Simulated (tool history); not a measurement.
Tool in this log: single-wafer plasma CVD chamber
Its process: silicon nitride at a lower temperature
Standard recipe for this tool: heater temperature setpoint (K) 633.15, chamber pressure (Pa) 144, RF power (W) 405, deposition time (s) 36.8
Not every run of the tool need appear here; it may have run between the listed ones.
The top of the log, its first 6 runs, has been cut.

run	hour	heater temperature setpoint (K)	chamber pressure (Pa)	RF power (W)	deposition time (s)	wafers since the last listed run	hours since the last thermocouple change	hours since the last RF generator calibration	hours since the last manometer calibration	hours since the showerhead was replaced	hours since the gauge calibration	read-back reference wafer on the same gauge, thickness_nm	mean film thickness on the monitor wafer (angstrom)
7	323.8	633.15	144	405	36.8	419	1109.1	717.0	514.3	7404.9	918.2	51.050	499.31
8	385.7	633.15	144	405	36.8	890	1171.0	778.9	576.2	7466.8	980.1	51.087	495.93
9	415.9	633.15	144	375	36.8	434	1201.2	809.1	606.4	7497.0	1010.3	51.136	477.34
10	458.6	633.15	144	375	36.8	614	1243.9	851.8	649.1	7539.7	1053.0	51.089	474.77
11	517.6	633.15	144	375	36.8	848	1302.9	910.8	708.1	7598.7	1112.0	51.123	474.83
# hour 552.6: showerhead replaced
12	579.4	633.15	144	405	36.8	773	1364.7	972.6	769.9	26.8	1173.8	51.122	493.23
13	607.3	633.15	144	405	36.8	401	1392.6	1000.5	797.8	54.7	1201.7	51.054	500.72
14	654.1	633.15	144	405	36.8	673	1439.4	1047.3	844.6	101.5	1248.5	51.104	497.11
15	695.4	637.15	168	460	41.7	593	1480.7	1088.6	885.9	142.8	1289.8	51.159	655.29
# hour 704.1: gauge calibrated
# hour 724.9: thermocouple changed; heater temperature recalibrated
16	744.4	633.15	144	370	42.1	589	19.5	1137.6	934.9	191.8	40.3	51.103	535.09
17	805.8	633.15	144	405	41.5	883	80.9	1199.0	996.3	253.2	101.7	51.127	560.20
18	863.6	633.15	144	435	33.7	831	138.7	1256.8	1054.1	311.0	159.5	51.094	481.61
19	903.9	633.15	144	405	36.8	579	179.0	1297.1	1094.4	351.3	199.8	51.158	498.27
20	969.3	633.15	144	360	36.8	940	244.4	1362.5	1159.8	416.7	265.2	51.144	461.14
21	1029.4	642.15	125	405	43.6	864	304.5	1422.6	1219.9	476.8	325.3	51.151	542.54
# hour 1056.9: capacitance manometer re-zeroed and calibrated
22	1093.7	633.15	121	380	30.8	809	368.8	1486.9	36.8	541.1	389.6	51.094	360.14
23	1140.0	633.15	144	355	36.8	665	415.1	1533.2	83.1	587.4	435.9	51.128	458.91
# hour 1212.8: RF generator calibrated
24	1213.3	626.15	168	355	42.9	939	488.4	0.5	156.4	660.7	509.2	51.117	574.52
25	1255.4	620.15	144	405	29.6	605	530.5	42.6	198.5	702.8	551.3	51.101	401.44
26	1303.2	633.15	144	460	39.4	687	578.3	90.4	246.3	750.6	599.1	51.101	578.50
27	1329.4	633.15	144	405	36.8	376	604.5	116.6	272.5	776.8	625.3	51.101	494.77
28	1421.1	633.15	144	405	36.8	1318	696.2	208.3	364.2	868.5	717.0	51.112	499.89
29	1462.3	639.15	144	330	36.8	592	737.4	249.5	405.4	909.7	758.2	51.082	437.71
30	1566.5	633.15	144	405	44.1	1498	841.6	353.7	509.6	1013.9	862.4	51.087	598.66

Here are 3 independent what-if runs from the current tool condition. What would each one return?
A	1566.9	633.15	175	405	36.8	5	842.0	354.1	510.0	1014.3	862.8	?	?
B	1566.9	633.15	127	445	36.8	5	842.0	354.1	510.0	1014.3	862.8	?	?
C	1566.9	621.15	120	440	42.7	5	842.0	354.1	510.0	1014.3	862.8	?	?

run	read-back reference wafer on the same gauge, thickness_nm	mean film thickness on the monitor wafer (angstrom)
A	51.120	544.80
B	51.120	490.05
C	51.120	547.48
With the hidden condition removed and each run's random variation left untouched, the same runs would have given:
run	mean film thickness on the monitor wafer (angstrom)
A	544.80
B	490.05
C	547.48

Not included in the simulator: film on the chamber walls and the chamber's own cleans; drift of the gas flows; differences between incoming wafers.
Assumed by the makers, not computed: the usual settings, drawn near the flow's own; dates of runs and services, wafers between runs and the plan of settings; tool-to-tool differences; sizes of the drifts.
